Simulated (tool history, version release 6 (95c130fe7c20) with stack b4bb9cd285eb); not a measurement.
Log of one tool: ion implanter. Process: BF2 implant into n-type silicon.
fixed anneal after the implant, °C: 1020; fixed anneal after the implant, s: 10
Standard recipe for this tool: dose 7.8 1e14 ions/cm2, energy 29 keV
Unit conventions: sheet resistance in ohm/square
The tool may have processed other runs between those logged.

run,hour,dose,energy,"read-back reference wafer on the same gauge, sheet resistance",sheet resistance
1,0,7.8,29,173.96,163.8
2,35.3,7.8,29,173.9,163.81
3,65.4,7.8,29,173.96,163.8
4,82.9,7.8,35.5,173.95,154.47
5,105.2,7.8,29,174.03,163.26
6,133.6,7.8,29,173.98,164.04
7,158.7,8.9,29,174.02,152.37
8,192,8.9,29,174.05,152.19
9,224.6,8.9,29,174.08,152.16
10,238.3,7.8,29,174.04,163.59
11,268.7,7.8,29,174.04,163.7
12,301,7.8,29,173.93,164.55
13,330.6,7.8,29,173.85,164.57
14,408.3,7.8,29,174.05,164.18
# hour 433.9: Faraday cup replaced and dose calibrated
# hour 446.2: gauge calibrated
15,495.3,7.8,29,173.9,167.57
16,521.1,7.8,29,173.91,167.49
17,554.6,6.05,23.5,173.96,209.1
18,584.5,6.05,23.5,174.08,208.61
19,613.5,7.8,23,174.09,180.65
# hour 642.1: Faraday cup replaced and dose calibrated, repeated, since the last time left the tool worse
20,642.6,8.98,29,174.03,149.51
21,648,5.75,32.5,174.11,191.75
22,680.7,8.98,29,173.96,149.24
23,695.8,6.68,24,173.94,188.12
24,714.2,7.8,26.5,173.97,166.2
25,727,7.8,29,174.12,160.84
# hour 735.5: extraction supply calibrated
26,754.9,9.28,33,173.9,140.02
27,784.6,9.75,24.5,173.99,153.67
28,810.5,9.61,26,174.17,151.26
29,845.1,6.54,29,173.89,179.03
30,877.7,9.55,29,174.01,145.18
31,891.8,7.8,35,173.98,151.9
32,924.1,6.54,29,173.99,179.84
33,946.3,6.74,32,173.97,170.77
34,964.7,6.5,19,173.98,204.38
35,992.6,7.8,36,173.97,150.56
36,1018.9,8.99,23,174.02,163.15
37,1037.7,6.16,22,173.99,201.53

Below, some changes in sheet resistance between adjacent runs. For each, the amount present without the hidden state too (settings, incoming material, random variation) and the amount remaining for the hidden state with gauge scatter not shared by both compared results:
Hidden state present: deviation of the true dose from the Faraday cup's reading, %; deviation of the true energy from its setpoint, %; gauge reads high (%).
Run 14 -> 15: Faraday cup replaced and dose calibrated, gauge calibrated. sheet resistance +3.39 ohm/square: hidden state +2.99, all else +0.4.
Run 18 -> 19: dose 6.05 -> 7.8, energy 23.5 -> 23. sheet resistance -27.96 ohm/square: hidden state -2.92, all else -25.04.
Run 19 -> 20: dose 7.8 -> 8.98, energy 23 -> 29, Faraday cup replaced and dose calibrated, repeated, since the last time left the tool worse. sheet resistance -31.14 ohm/square: hidden state -6.14, all else -25.
Run 20 -> 21: dose 8.98 -> 5.75, energy 29 -> 32.5. sheet resistance +42.24 ohm/square: hidden state -0.17, all else +42.41.
Run 21 -> 22: dose 5.75 -> 8.98, energy 32.5 -> 29. sheet resistance -42.51 ohm/square: hidden state +0.16, all else -42.67.
Run 34 -> 35: dose 6.5 -> 7.8, energy 19 -> 36. sheet resistance -53.82 ohm/square: hidden state +0.02, all else -53.84.
